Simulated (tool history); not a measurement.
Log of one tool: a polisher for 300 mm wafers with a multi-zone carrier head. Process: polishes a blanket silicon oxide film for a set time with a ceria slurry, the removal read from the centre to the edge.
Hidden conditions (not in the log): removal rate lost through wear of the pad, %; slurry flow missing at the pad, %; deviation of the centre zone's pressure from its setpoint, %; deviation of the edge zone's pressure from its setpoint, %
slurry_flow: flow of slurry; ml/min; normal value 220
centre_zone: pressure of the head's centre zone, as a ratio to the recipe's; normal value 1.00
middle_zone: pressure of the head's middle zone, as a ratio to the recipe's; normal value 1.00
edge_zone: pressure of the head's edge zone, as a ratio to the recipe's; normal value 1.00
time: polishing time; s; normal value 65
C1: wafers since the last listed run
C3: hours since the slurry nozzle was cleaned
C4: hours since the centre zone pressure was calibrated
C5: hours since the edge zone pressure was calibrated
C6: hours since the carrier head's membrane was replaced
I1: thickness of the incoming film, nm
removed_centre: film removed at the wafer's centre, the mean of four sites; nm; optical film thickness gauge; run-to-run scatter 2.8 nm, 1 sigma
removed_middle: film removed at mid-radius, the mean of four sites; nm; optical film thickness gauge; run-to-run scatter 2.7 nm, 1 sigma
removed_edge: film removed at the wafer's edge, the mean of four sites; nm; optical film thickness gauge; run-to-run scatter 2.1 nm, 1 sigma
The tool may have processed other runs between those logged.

{"run": 1, "hour": 0.0, "slurry_flow": 220, "centre_zone": 1.0, "middle_zone": 1.0, "edge_zone": 1.0, "time": 65, "C1": 0, "wafers polished on this pad": 1350, "C3": 483.0, "C4": 738.2, "C5": 344.1, "C6": 224.4, "I1": 853.1, "removed_centre": 299.0, "removed_middle": 322.1, "removed_edge": 312.3}
{"run": 2, "hour": 57.7, "slurry_flow": 220, "centre_zone": 1.0, "middle_zone": 1.0, "edge_zone": 1.0, "time": 65, "C1": 587, "wafers polished on this pad": 1938, "C3": 540.7, "C4": 795.9, "C5": 401.8, "C6": 282.1, "I1": 843.7, "removed_centre": 295.7, "removed_middle": 322.5, "removed_edge": 312.5}
{"hour": 138.6, "done": "centre zone pressure recalibrated"}
{"run": 3, "hour": 149.4, "slurry_flow": 220, "centre_zone": 1.0, "middle_zone": 1.0, "edge_zone": 1.0, "time": 65, "C1": 913, "wafers polished on this pad": 2851, "C3": 632.4, "C4": 10.8, "C5": 493.5, "C6": 373.8, "I1": 847.9, "removed_centre": 345.6, "removed_middle": 318.8, "removed_edge": 305.8}
{"run": 4, "hour": 249.9, "slurry_flow": 220, "centre_zone": 1.0, "middle_zone": 1.0, "edge_zone": 1.0, "time": 57, "C1": 1023, "wafers polished on this pad": 3874, "C3": 732.9, "C4": 111.3, "C5": 594.0, "C6": 474.3, "I1": 855.1, "removed_centre": 305.5, "removed_middle": 279.2, "removed_edge": 273.6}
{"hour": 279.8, "done": "slurry nozzle cleaned"}
{"run": 5, "hour": 343.3, "slurry_flow": 220, "centre_zone": 1.0, "middle_zone": 1.0, "edge_zone": 1.0, "time": 57, "C1": 940, "wafers polished on this pad": 4815, "C3": 63.5, "C4": 204.7, "C5": 687.4, "C6": 567.7, "I1": 858.0, "removed_centre": 302.2, "removed_middle": 275.7, "removed_edge": 273.3}
{"hour": 409.9, "done": "worn pad replaced by a new one"}
{"hour": 475.1, "done": "centre zone pressure recalibrated, repeated, since the last time left the tool worse"}
{"run": 6, "hour": 600.9, "slurry_flow": 220, "centre_zone": 0.95, "middle_zone": 1.0, "edge_zone": 1.0, "time": 65, "C1": 2561, "wafers polished on this pad": 1924, "C3": 321.1, "C4": 125.8, "C5": 945.0, "C6": 825.3, "I1": 856.8, "removed_centre": 296.6, "removed_middle": 322.9, "removed_edge": 308.2}
{"run": 7, "hour": 674.2, "slurry_flow": 175, "centre_zone": 1.0, "middle_zone": 0.95, "edge_zone": 1.0, "time": 65, "C1": 746, "wafers polished on this pad": 2670, "C3": 394.4, "C4": 199.1, "C5": 1018.3, "C6": 898.6, "I1": 868.2, "removed_centre": 301.0, "removed_middle": 295.3, "removed_edge": 299.5}
{"run": 8, "hour": 760.1, "slurry_flow": 220, "centre_zone": 1.0, "middle_zone": 1.0, "edge_zone": 1.0, "time": 65, "C1": 874, "wafers polished on this pad": 3544, "C3": 480.3, "C4": 285.0, "C5": 1104.2, "C6": 984.5, "I1": 861.2, "removed_centre": 312.6, "removed_middle": 320.4, "removed_edge": 309.9}
{"run": 9, "hour": 810.2, "slurry_flow": 220, "centre_zone": 1.0, "middle_zone": 0.96, "edge_zone": 1.0, "time": 65, "C1": 509, "wafers polished on this pad": 4054, "C3": 530.4, "C4": 335.1, "C5": 1154.3, "C6": 1034.6, "I1": 855.2, "removed_centre": 310.5, "removed_middle": 313.8, "removed_edge": 308.3}
{"hour": 838.5, "done": "edge zone pressure recalibrated"}
{"hour": 857.9, "done": "worn pad replaced by a new one"}
{"hour": 865.7, "done": "carrier head's membrane replaced by a new one"}
{"run": 10, "hour": 866.2, "slurry_flow": 295, "centre_zone": 1.0, "middle_zone": 1.07, "edge_zone": 0.93, "time": 65, "C1": 458, "wafers polished on this pad": 33, "C3": 586.4, "C4": 391.1, "C5": 27.7, "C6": 0.5, "I1": 858.3, "removed_centre": 322.4, "removed_middle": 349.7, "removed_edge": 308.2}
{"run": 11, "hour": 930.7, "slurry_flow": 220, "centre_zone": 1.0, "middle_zone": 1.0, "edge_zone": 1.0, "time": 65, "C1": 656, "wafers polished on this pad": 690, "C3": 650.9, "C4": 455.6, "C5": 92.2, "C6": 65.0, "I1": 857.5, "removed_centre": 306.5, "removed_middle": 322.3, "removed_edge": 309.2}
{"run": 12, "hour": 997.3, "slurry_flow": 165, "centre_zone": 1.0, "middle_zone": 1.0, "edge_zone": 0.88, "time": 65, "C1": 677, "wafers polished on this pad": 1368, "C3": 717.5, "C4": 522.2, "C5": 158.8, "C6": 131.6, "I1": 846.9, "removed_centre": 291.4, "removed_middle": 306.1, "removed_edge": 283.1}
{"hour": 1055.1, "done": "slurry nozzle cleaned"}
{"run": 13, "hour": 1083.9, "slurry_flow": 220, "centre_zone": 1.0, "middle_zone": 1.0, "edge_zone": 1.0, "time": 65, "C1": 871, "wafers polished on this pad": 2239, "C3": 28.8, "C4": 608.8, "C5": 245.4, "C6": 218.2, "I1": 858.7, "removed_centre": 305.9, "removed_middle": 318.8, "removed_edge": 308.7}
{"run": 14, "hour": 1175.8, "slurry_flow": 220, "centre_zone": 1.0, "middle_zone": 1.0, "edge_zone": 1.04, "time": 65, "C1": 935, "wafers polished on this pad": 3174, "C3": 120.7, "C4": 700.7, "C5": 337.3, "C6": 310.1, "I1": 862.0, "removed_centre": 301.7, "removed_middle": 324.3, "removed_edge": 319.1}
{"run": 15, "hour": 1241.4, "slurry_flow": 220, "centre_zone": 1.0, "middle_zone": 1.0, "edge_zone": 1.0, "time": 65, "C1": 667, "wafers polished on this pad": 3842, "C3": 186.3, "C4": 766.3, "C5": 402.9, "C6": 375.7, "I1": 858.7, "removed_centre": 293.2, "removed_middle": 321.4, "removed_edge": 309.1}
{"hour": 1264.0, "done": "centre zone pressure recalibrated"}
{"hour": 1315.9, "done": "worn pad replaced by a new one"}
{"run": 16, "hour": 1333.9, "slurry_flow": 150, "centre_zone": 1.0, "middle_zone": 1.05, "edge_zone": 1.07, "time": 54, "C1": 880, "wafers polished on this pad": 182, "C3": 278.8, "C4": 69.9, "C5": 495.4, "C6": 468.2, "I1": 863.9, "removed_centre": 239.5, "removed_middle": 258.4, "removed_edge": 251.3}
{"run": 17, "hour": 1436.9, "slurry_flow": 220, "centre_zone": 1.0, "middle_zone": 0.96, "edge_zone": 1.0, "time": 65, "C1": 1048, "wafers polished on this pad": 1231, "C3": 381.8, "C4": 172.9, "C5": 598.4, "C6": 571.2, "I1": 868.1, "removed_centre": 309.7, "removed_middle": 317.7, "removed_edge": 310.3}
{"run": 18, "hour": 1477.2, "slurry_flow": 220, "centre_zone": 0.89, "middle_zone": 1.0, "edge_zone": 1.0, "time": 65, "C1": 410, "wafers polished on this pad": 1641, "C3": 422.1, "C4": 213.2, "C5": 638.7, "C6": 611.5, "I1": 859.2, "removed_centre": 280.2, "removed_middle": 324.8, "removed_edge": 307.3}
{"run": 19, "hour": 1516.2, "slurry_flow": 220, "centre_zone": 1.03, "middle_zone": 1.0, "edge_zone": 1.0, "time": 79, "C1": 396, "wafers polished on this pad": 2038, "C3": 461.1, "C4": 252.2, "C5": 677.7, "C6": 650.5, "I1": 876.6, "removed_centre": 383.5, "removed_middle": 392.2, "removed_edge": 373.6}
{"run": 20, "hour": 1615.2, "slurry_flow": 280, "centre_zone": 1.0, "middle_zone": 1.0, "edge_zone": 1.0, "time": 43, "C1": 1007, "wafers polished on this pad": 3046, "C3": 560.1, "C4": 351.2, "C5": 776.7, "C6": 749.5, "I1": 866.7, "removed_centre": 212.7, "removed_middle": 214.5, "removed_edge": 208.3}
{"run": 21, "hour": 1706.9, "slurry_flow": 220, "centre_zone": 1.0, "middle_zone": 1.0, "edge_zone": 1.0, "time": 65, "C1": 933, "wafers polished on this pad": 3979, "C3": 651.8, "C4": 442.9, "C5": 868.4, "C6": 841.2, "I1": 864.2, "removed_centre": 307.4, "removed_middle": 319.6, "removed_edge": 308.6}
{"run": 22, "hour": 1764.1, "slurry_flow": 220, "centre_zone": 1.0, "middle_zone": 1.0, "edge_zone": 1.0, "time": 65, "C1": 582, "wafers polished on this pad": 4562, "C3": 709.0, "C4": 500.1, "C5": 925.6, "C6": 898.4, "I1": 851.9, "removed_centre": 304.0, "removed_middle": 319.7, "removed_edge": 311.1}
{"hour": 1816.1, "done": "slurry nozzle cleaned"}
{"run": 23, "hour": 1827.3, "slurry_flow": 220, "centre_zone": 1.0, "middle_zone": 1.0, "edge_zone": 1.0, "time": 85, "C1": 633, "wafers polished on this pad": 5195, "C3": 11.2, "C4": 563.3, "C5": 988.8, "C6": 961.6, "I1": 853.5, "removed_centre": 400.7, "removed_middle": 419.7, "removed_edge": 401.6}

Here are 3 independent what-if runs from the current tool condition. What would each one return?
{"run": "A", "hour": 1827.7, "slurry_flow": 220, "centre_zone": 1.0, "middle_zone": 1.0, "edge_zone": 1.0, "time": 84, "C1": 4, "wafers polished on this pad": 5199, "C3": 11.6, "C4": 563.7, "C5": 989.2, "C6": 962.0, "I1": 855.7, "removed_centre": "?", "removed_middle": "?", "removed_edge": "?"}
{"run": "B", "hour": 1827.7, "slurry_flow": 220, "centre_zone": 1.0, "middle_zone": 1.1, "edge_zone": 1.0, "time": 65, "C1": 4, "wafers polished on this pad": 5199, "C3": 11.6, "C4": 563.7, "C5": 989.2, "C6": 962.0, "I1": 855.7, "removed_centre": "?", "removed_middle": "?", "removed_edge": "?"}
{"run": "C", "hour": 1827.7, "slurry_flow": 220, "centre_zone": 1.0, "middle_zone": 1.0, "edge_zone": 1.0, "time": 88, "C1": 4, "wafers polished on this pad": 5199, "C3": 11.6, "C4": 563.7, "C5": 989.2, "C6": 962.0, "I1": 855.7, "removed_centre": "?", "removed_middle": "?", "removed_edge": "?"}

run=A removed_centre=389.4 removed_middle=414.2 removed_edge=398.8
run=B removed_centre=301.5 removed_middle=341.8 removed_edge=308.3
run=C removed_centre=407.9 removed_middle=433.9 removed_edge=417.8
The same runs, with their run-to-run variation unchanged, on a tool lacking any hidden condition would have given:
run=A removed_centre=400.5 removed_middle=414.1 removed_edge=398.8
run=B removed_centre=310.0 removed_middle=341.7 removed_edge=308.3
run=C removed_centre=419.5 removed_middle=433.9 removed_edge=417.8
